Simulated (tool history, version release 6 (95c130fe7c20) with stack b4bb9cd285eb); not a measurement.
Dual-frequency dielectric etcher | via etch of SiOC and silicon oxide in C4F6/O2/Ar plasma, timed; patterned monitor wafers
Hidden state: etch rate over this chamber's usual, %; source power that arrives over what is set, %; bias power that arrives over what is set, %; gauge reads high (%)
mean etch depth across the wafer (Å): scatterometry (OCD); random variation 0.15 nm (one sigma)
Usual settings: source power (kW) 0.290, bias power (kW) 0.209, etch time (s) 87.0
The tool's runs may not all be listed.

run,hour,source power (kW),bias power (kW),etch time (s),wafers since the last listed run,hours since the last wet clean,hours since the last source power generator calibration,hours since the last bias power generator calibration,hours since the last upper electrode change,hours since the gauge calibration,"read-back reference wafer on the same gauge, depth_nm",mean etch depth across the wafer (Å)
1,0.0,0.240,0.209,87.0,0,285.8,2453.0,2540.4,2541.5,245.6,105.8,915
2,15.1,0.240,0.209,87.0,132,300.9,2468.1,2555.5,2556.6,260.7,105.9,919
3,37.5,0.290,0.219,87.0,196,323.3,2490.5,2577.9,2579.0,283.1,105.8,1002
4,57.3,0.290,0.209,70.5,173,343.1,2510.3,2597.7,2598.8,302.9,105.9,797
5,75.5,0.290,0.209,70.5,159,361.3,2528.5,2615.9,2617.0,321.1,105.9,795
6,88.1,0.290,0.209,74.5,110,373.9,2541.1,2628.5,2629.6,333.7,105.9,843
# hour 106.6: gauge calibrated
# hour 107.2: source power generator calibrated
# hour 116.4: wet clean of the chamber
7,122.1,0.290,0.209,74.5,182,5.7,14.9,2662.5,2663.6,15.5,105.9,826
# hour 159.2: upper electrode replaced
8,159.7,0.290,0.228,87.0,119,43.3,52.5,2700.1,0.5,53.1,105.9,1003
9,173.5,0.250,0.209,87.0,120,57.1,66.3,2713.9,14.3,66.9,105.9,921
10,189.5,0.290,0.209,65.0,140,73.1,82.3,2729.9,30.3,82.9,106.0,724
# hour 210.9: bias power generator calibrated
11,224.0,0.290,0.209,65.0,267,107.6,116.8,13.1,64.8,117.4,105.9,727
12,248.5,0.290,0.191,87.0,214,132.1,141.3,37.6,89.3,141.9,105.9,938
13,283.8,0.220,0.249,64.0,309,167.4,176.6,72.9,124.6,177.2,106.0,699
14,312.0,0.240,0.209,111.5,247,195.6,204.8,101.1,152.8,205.4,105.8,1168

4 ways to go on from here, each from the tool as it stands after run 14. What would each give?
A,312.4,0.290,0.209,87.0,3,196.0,205.2,101.5,153.2,205.8,?,?
B,312.4,0.320,0.225,101.0,3,196.0,205.2,101.5,153.2,205.8,?,?
C,312.4,0.340,0.182,80.0,3,196.0,205.2,101.5,153.2,205.8,?,?
D,312.4,0.230,0.232,77.5,3,196.0,205.2,101.5,153.2,205.8,?,?

run,"read-back reference wafer on the same gauge, depth_nm",mean etch depth across the wafer (Å)
A,105.9,974
B,105.9,1207
C,105.9,897
D,105.9,835
Without the tool's hidden state the same runs would have given:
run,mean etch depth across the wafer (Å)
A,970
B,1202
C,893
D,831

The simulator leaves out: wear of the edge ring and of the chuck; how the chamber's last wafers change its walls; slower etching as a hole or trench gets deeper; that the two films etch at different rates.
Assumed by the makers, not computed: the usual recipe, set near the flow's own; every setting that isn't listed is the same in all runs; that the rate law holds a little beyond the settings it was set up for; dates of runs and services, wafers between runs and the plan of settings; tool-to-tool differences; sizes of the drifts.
